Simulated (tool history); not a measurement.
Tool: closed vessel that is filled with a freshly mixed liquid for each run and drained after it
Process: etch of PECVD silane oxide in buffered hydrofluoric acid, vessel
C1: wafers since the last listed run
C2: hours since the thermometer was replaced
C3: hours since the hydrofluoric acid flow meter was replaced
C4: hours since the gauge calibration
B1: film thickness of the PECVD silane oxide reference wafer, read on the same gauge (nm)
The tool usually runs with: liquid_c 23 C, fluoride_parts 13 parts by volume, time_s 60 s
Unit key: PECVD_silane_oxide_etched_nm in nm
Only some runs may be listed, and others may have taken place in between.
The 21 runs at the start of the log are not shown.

{"run": 22, "hour": 271.9, "liquid_c": 21.5, "fluoride_parts": 17, "time_s": 50, "C1": 954, "C2": 17.4, "C3": 148.9, "C4": 117.7, "B1": 89.99, "PECVD_silane_oxide_etched_nm": 58.62}
{"run": 23, "hour": 283.8, "liquid_c": 28, "fluoride_parts": 9.5, "time_s": 40, "C1": 1290, "C2": 29.3, "C3": 160.8, "C4": 129.6, "B1": 90, "PECVD_silane_oxide_etched_nm": 116.31}
{"run": 24, "hour": 297.9, "liquid_c": 26.5, "fluoride_parts": 14.5, "time_s": 85, "C1": 1529, "C2": 43.4, "C3": 174.9, "C4": 143.7, "B1": 89.97, "PECVD_silane_oxide_etched_nm": 152.45}
{"run": 25, "hour": 304.5, "liquid_c": 25.5, "fluoride_parts": 13, "time_s": 60, "C1": 715, "C2": 50, "C3": 181.5, "C4": 150.3, "B1": 89.98, "PECVD_silane_oxide_etched_nm": 113.89}
{"run": 26, "hour": 319.1, "liquid_c": 23, "fluoride_parts": 13, "time_s": 60, "C1": 1583, "C2": 64.6, "C3": 196.1, "C4": 164.9, "B1": 89.98, "PECVD_silane_oxide_etched_nm": 99.2}
{"run": 27, "hour": 325.2, "liquid_c": 27.5, "fluoride_parts": 9.5, "time_s": 35, "C1": 661, "C2": 70.7, "C3": 202.2, "C4": 171, "B1": 90.03, "PECVD_silane_oxide_etched_nm": 99.28}
{"run": 28, "hour": 339.7, "liquid_c": 25.5, "fluoride_parts": 10.5, "time_s": 30, "C1": 1572, "C2": 85.2, "C3": 216.7, "C4": 185.5, "B1": 89.99, "PECVD_silane_oxide_etched_nm": 69.98}
{"run": 29, "hour": 350.6, "liquid_c": 26.5, "fluoride_parts": 11, "time_s": 30, "C1": 1182, "C2": 96.1, "C3": 227.6, "C4": 196.4, "B1": 90.01, "PECVD_silane_oxide_etched_nm": 71.22}
{"run": 30, "hour": 367.2, "liquid_c": 19.5, "fluoride_parts": 10.5, "time_s": 60, "C1": 1800, "C2": 112.7, "C3": 244.2, "C4": 213, "B1": 89.99, "PECVD_silane_oxide_etched_nm": 101.99}

Run 31 is up next; what results do you expect?
{"run": 31, "hour": 377.3, "liquid_c": 25, "fluoride_parts": 13, "time_s": 60, "C1": 1095, "C2": 122.8, "C3": 254.3, "C4": 223.1, "B1": "?", "PECVD_silane_oxide_etched_nm": "?"}

B1: 89.95
PECVD_silane_oxide_etched_nm: 110.5 nm
Minus the tool's unlogged condition, the same run would have read PECVD_silane_oxide_etched_nm 109.6 nm.
